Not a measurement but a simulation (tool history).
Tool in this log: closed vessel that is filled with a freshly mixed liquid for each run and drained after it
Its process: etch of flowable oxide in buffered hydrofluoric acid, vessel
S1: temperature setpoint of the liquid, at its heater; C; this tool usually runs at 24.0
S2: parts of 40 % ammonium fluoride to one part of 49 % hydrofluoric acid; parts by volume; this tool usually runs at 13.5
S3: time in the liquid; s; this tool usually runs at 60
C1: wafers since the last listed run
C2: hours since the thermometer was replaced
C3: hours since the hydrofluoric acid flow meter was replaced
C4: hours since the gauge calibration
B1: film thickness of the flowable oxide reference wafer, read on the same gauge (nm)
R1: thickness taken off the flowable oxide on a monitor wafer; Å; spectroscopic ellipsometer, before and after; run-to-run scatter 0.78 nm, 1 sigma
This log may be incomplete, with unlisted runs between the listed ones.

{"run": 1, "hour": 0.0, "S1": 24.0, "S2": 13.5, "S3": 60, "C1": 0, "C2": 2098.6, "C3": 487.7, "C4": 270.5, "B1": 69.96, "R1": 1470.1}
{"hour": 11.4, "done": "gauge calibrated"}
{"run": 2, "hour": 33.7, "S1": 24.0, "S2": 13.5, "S3": 60, "C1": 3650, "C2": 2132.3, "C3": 521.4, "C4": 22.3, "B1": 69.98, "R1": 1452.1}
{"run": 3, "hour": 55.5, "S1": 24.0, "S2": 13.5, "S3": 80, "C1": 2361, "C2": 2154.1, "C3": 543.2, "C4": 44.1, "B1": 69.97, "R1": 1962.4}
{"run": 4, "hour": 85.5, "S1": 24.0, "S2": 13.5, "S3": 80, "C1": 3250, "C2": 2184.1, "C3": 573.2, "C4": 74.1, "B1": 69.98, "R1": 1942.3}
{"run": 5, "hour": 111.3, "S1": 24.0, "S2": 13.5, "S3": 80, "C1": 2795, "C2": 2209.9, "C3": 599.0, "C4": 99.9, "B1": 70.03, "R1": 1942.1}
{"run": 6, "hour": 123.7, "S1": 24.0, "S2": 13.5, "S3": 60, "C1": 1343, "C2": 2222.3, "C3": 611.4, "C4": 112.3, "B1": 70.0, "R1": 1461.8}
{"run": 7, "hour": 138.8, "S1": 24.0, "S2": 13.5, "S3": 60, "C1": 1635, "C2": 2237.4, "C3": 626.5, "C4": 127.4, "B1": 70.0, "R1": 1452.4}
{"run": 8, "hour": 163.1, "S1": 24.0, "S2": 13.5, "S3": 60, "C1": 2632, "C2": 2261.7, "C3": 650.8, "C4": 151.7, "B1": 69.99, "R1": 1436.4}
{"hour": 166.1, "done": "thermometer replaced"}
{"hour": 172.6, "done": "hydrofluoric acid flow meter replaced"}
{"run": 9, "hour": 190.9, "S1": 24.0, "S2": 13.5, "S3": 50, "C1": 2795, "C2": 24.8, "C3": 18.3, "C4": 179.5, "B1": 70.0, "R1": 1132.9}
{"run": 10, "hour": 211.9, "S1": 24.0, "S2": 13.5, "S3": 60, "C1": 2275, "C2": 45.8, "C3": 39.3, "C4": 200.5, "B1": 70.02, "R1": 1369.5}
{"run": 11, "hour": 228.2, "S1": 24.0, "S2": 13.5, "S3": 60, "C1": 1765, "C2": 62.1, "C3": 55.6, "C4": 216.8, "B1": 70.01, "R1": 1362.4}
{"run": 12, "hour": 242.4, "S1": 19.5, "S2": 17.5, "S3": 45, "C1": 1538, "C2": 76.3, "C3": 69.8, "C4": 231.0, "B1": 69.95, "R1": 620.5}
{"run": 13, "hour": 273.7, "S1": 21.0, "S2": 13.5, "S3": 35, "C1": 3390, "C2": 107.6, "C3": 101.1, "C4": 262.3, "B1": 69.98, "R1": 673.9}
{"run": 14, "hour": 302.6, "S1": 24.0, "S2": 13.5, "S3": 60, "C1": 3130, "C2": 136.5, "C3": 130.0, "C4": 291.2, "B1": 69.99, "R1": 1361.8}
{"run": 15, "hour": 330.5, "S1": 24.0, "S2": 13.5, "S3": 30, "C1": 3022, "C2": 164.4, "C3": 157.9, "C4": 319.1, "B1": 70.0, "R1": 679.2}
{"hour": 346.7, "done": "gauge calibrated"}
{"run": 16, "hour": 359.9, "S1": 27.5, "S2": 8.5, "S3": 35, "C1": 3185, "C2": 193.8, "C3": 187.3, "C4": 13.2, "B1": 69.98, "R1": 1460.9}
{"run": 17, "hour": 387.2, "S1": 24.0, "S2": 17.0, "S3": 60, "C1": 2957, "C2": 221.1, "C3": 214.6, "C4": 40.5, "B1": 70.06, "R1": 1079.6}
{"run": 18, "hour": 415.1, "S1": 24.0, "S2": 13.5, "S3": 75, "C1": 3022, "C2": 249.0, "C3": 242.5, "C4": 68.4, "B1": 70.0, "R1": 1695.9}
{"run": 19, "hour": 440.7, "S1": 24.0, "S2": 13.5, "S3": 60, "C1": 2773, "C2": 274.6, "C3": 268.1, "C4": 94.0, "B1": 69.98, "R1": 1346.3}
{"run": 20, "hour": 461.5, "S1": 24.0, "S2": 13.5, "S3": 35, "C1": 2253, "C2": 295.4, "C3": 288.9, "C4": 114.8, "B1": 69.99, "R1": 788.3}
{"run": 21, "hour": 490.1, "S1": 24.0, "S2": 13.5, "S3": 90, "C1": 3098, "C2": 324.0, "C3": 317.5, "C4": 143.4, "B1": 69.97, "R1": 2029.7}

For each entry between runs, how does the tool's hidden state at the last listed run before it compare with that at the first listed run after it?
Runs 1 to 2: gauge calibrated (hour 11.4)
  liquid hotter than its thermometer reads (K): 2.29 -> 2.33; hydrofluoric acid flow below the setpoint (%): 6.63 -> 7.03
  what was measured, less what the result would be without the hidden state, R1: +81.2 -> +77.4 Å
Runs 8 to 9: thermometer replaced (hour 166.1); hydrofluoric acid flow meter replaced (hour 172.6)
  liquid hotter than its thermometer reads (K): 2.46 -> 0.0954; hydrofluoric acid flow below the setpoint (%): 8.58 -> 1.68
  what was measured, less what the result would be without the hidden state, R1: +63.6 -> -12.7 Å
Runs 15 to 16: gauge calibrated (hour 346.7)
  liquid hotter than its thermometer reads (K): 0.244 -> 0.275; hydrofluoric acid flow below the setpoint (%): 3.35 -> 3.7
  what was measured, less what the result would be without the hidden state, R1: -13.9 -> -38.4 Å
